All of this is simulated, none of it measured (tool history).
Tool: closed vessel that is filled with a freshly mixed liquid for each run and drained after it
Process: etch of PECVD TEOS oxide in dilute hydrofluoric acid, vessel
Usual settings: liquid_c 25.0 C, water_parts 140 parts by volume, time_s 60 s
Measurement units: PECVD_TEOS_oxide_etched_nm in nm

| run | hour | liquid_c | water_parts | time_s | read-back film thickness of the PECVD TEOS oxide reference wafer, read on the same gauge (nm) | PECVD_TEOS_oxide_etched_nm |
|---|---|---|---|---|---|---|
| 1 | 0.0 | 25.0 | 140 | 60 | 50.005 | 4.337 |
| 2 | 10.9 | 22.0 | 140 | 60 | 49.970 | 3.855 |
| 3 | 20.8 | 25.0 | 140 | 60 | 49.991 | 4.280 |
|  | 27.9 | gauge calibrated |
| 4 | 32.7 | 25.0 | 140 | 60 | 49.993 | 4.307 |
| 5 | 38.9 | 25.0 | 140 | 60 | 49.997 | 4.283 |
| 6 | 48.3 | 25.0 | 140 | 60 | 50.057 | 4.292 |
| 7 | 59.8 | 25.0 | 140 | 60 | 50.028 | 4.283 |
|  | 65.2 | thermometer replaced |
| 8 | 76.0 | 25.0 | 140 | 60 | 50.027 | 4.249 |
| 9 | 92.3 | 25.0 | 140 | 60 | 50.003 | 4.276 |
|  | 102.3 | hydrofluoric acid flow meter replaced |
| 10 | 109.0 | 27.0 | 140 | 70 | 50.037 | 6.215 |
| 11 | 122.7 | 25.0 | 140 | 60 | 50.015 | 4.926 |
| 12 | 139.2 | 25.0 | 165 | 60 | 50.023 | 4.024 |
|  | 140.5 | gauge calibrated |
| 13 | 145.3 | 22.0 | 165 | 45 | 50.002 | 2.707 |
| 14 | 158.9 | 25.0 | 115 | 90 | 50.053 | 9.154 |
| 15 | 175.3 | 28.5 | 140 | 60 | 49.986 | 5.536 |
| 16 | 186.5 | 25.0 | 140 | 60 | 50.019 | 4.938 |
| 17 | 202.3 | 28.5 | 70 | 30 | 49.975 | 6.091 |
| 18 | 213.7 | 28.5 | 70 | 30 | 50.038 | 6.081 |

Below are 3 alternative next runs, each starting from the tool's condition after run 18. Predict each:
| A | 214.4 | 25.0 | 140 | 90 | ? | ? |
| B | 214.4 | 21.5 | 165 | 60 | ? | ? |
| C | 214.4 | 21.5 | 200 | 85 | ? | ? |

| run | read-back film thickness of the PECVD TEOS oxide reference wafer, read on the same gauge (nm) | PECVD_TEOS_oxide_etched_nm |
|---|---|---|
| A | 49.988 | 7.339 |
| B | 49.988 | 3.527 |
| C | 49.988 | 3.972 |
With no hidden state in the tool, these same runs would have given:
| run | PECVD_TEOS_oxide_etched_nm |
|---|---|
| A | 7.589 |
| B | 3.649 |
| C | 4.112 |

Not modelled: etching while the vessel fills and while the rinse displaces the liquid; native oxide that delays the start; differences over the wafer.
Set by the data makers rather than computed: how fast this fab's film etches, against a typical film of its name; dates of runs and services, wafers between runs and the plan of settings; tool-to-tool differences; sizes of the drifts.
